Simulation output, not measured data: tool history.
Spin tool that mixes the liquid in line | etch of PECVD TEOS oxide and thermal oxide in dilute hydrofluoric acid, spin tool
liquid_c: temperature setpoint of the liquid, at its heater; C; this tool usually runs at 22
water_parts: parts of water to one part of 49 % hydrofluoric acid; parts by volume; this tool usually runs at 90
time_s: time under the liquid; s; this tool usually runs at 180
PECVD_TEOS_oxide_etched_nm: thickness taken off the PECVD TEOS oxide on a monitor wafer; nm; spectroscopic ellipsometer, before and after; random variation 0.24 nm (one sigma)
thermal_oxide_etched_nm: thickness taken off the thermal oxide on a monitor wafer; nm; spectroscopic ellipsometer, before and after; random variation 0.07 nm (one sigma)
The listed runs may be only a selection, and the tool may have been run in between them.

run,day,liquid_c,water_parts,time_s,wafers since the last listed run,hours since the thermometer was replaced,hours since the hydrofluoric acid flow meter was replaced,hours since the gauge calibration,"read-back film thickness of the PECVD TEOS oxide reference wafer, read on the same gauge (nm)","read-back film thickness of the thermal oxide reference wafer, read on the same gauge (nm)",PECVD_TEOS_oxide_etched_nm,thermal_oxide_etched_nm
1,0,24,90,180,0,520.9,1959.3,34.2,49.98,110,24.88,9.57
2,0.633,24,90,180,99,536.1,1974.5,49.4,50.01,109.96,24.69,9.6
3,1.688,24,90,180,165,561.4,1999.8,74.7,49.99,110.04,25.2,9.53
4,2.929,22,90,180,194,591.2,2029.6,104.5,50.02,110,22.53,8.82
5,3.517,22,90,180,92,605.3,2043.7,118.6,50,109.99,22.64,8.76
6,4.504,22,90,180,154,629,2067.4,142.3,50,109.97,22.71,8.72
# day 5.408: thermometer replaced
7,8.371,22,105,180,599,71.1,2160.2,235.1,50,110.02,20.78,7.9
# day 9.004: hydrofluoric acid flow meter replaced
8,9.567,25,125,180,180,99.8,13.5,263.8,49.98,109.98,19.08,7.22
9,11.05,18.5,90,225,232,135.4,49.1,299.4,50,110.01,26.41,10.15
# day 12.192: gauge calibrated
10,12.221,18.5,65,270,183,163.5,77.2,0.7,50,110,44.54,17.16
11,13.546,22,90,180,207,195.3,109,32.5,49.99,110.03,24.05,9.3
12,14.292,22,90,180,116,213.2,126.9,50.4,49.98,110.03,23.94,9.23
13,15.071,22,90,180,122,231.9,145.6,69.1,49.99,110.01,24.3,9.08
14,16.271,22,115,255,188,260.7,174.4,97.9,50.03,109.97,25.87,9.95
15,17.042,20,70,115,120,279.2,192.9,116.4,50,110.01,18.16,7.04

Here are 3 independent what-if runs from the current tool condition. What would each one return?
A,17.062,22,120,180,3,279.7,193.4,116.9,?,?,?,?
B,17.062,18,90,180,3,279.7,193.4,116.9,?,?,?,?
C,17.062,26,130,105,3,279.7,193.4,116.9,?,?,?,?

run,"read-back film thickness of the PECVD TEOS oxide reference wafer, read on the same gauge (nm)","read-back film thickness of the thermal oxide reference wafer, read on the same gauge (nm)",PECVD_TEOS_oxide_etched_nm,thermal_oxide_etched_nm
A,50,110,16.86,6.63
B,50,110,19.68,7.74
C,50,110,10.5,4.13
What these runs would have given with no unlogged condition in the tool:
run,PECVD_TEOS_oxide_etched_nm,thermal_oxide_etched_nm
A,17.69,6.96
B,20.7,8.14
C,11,4.33
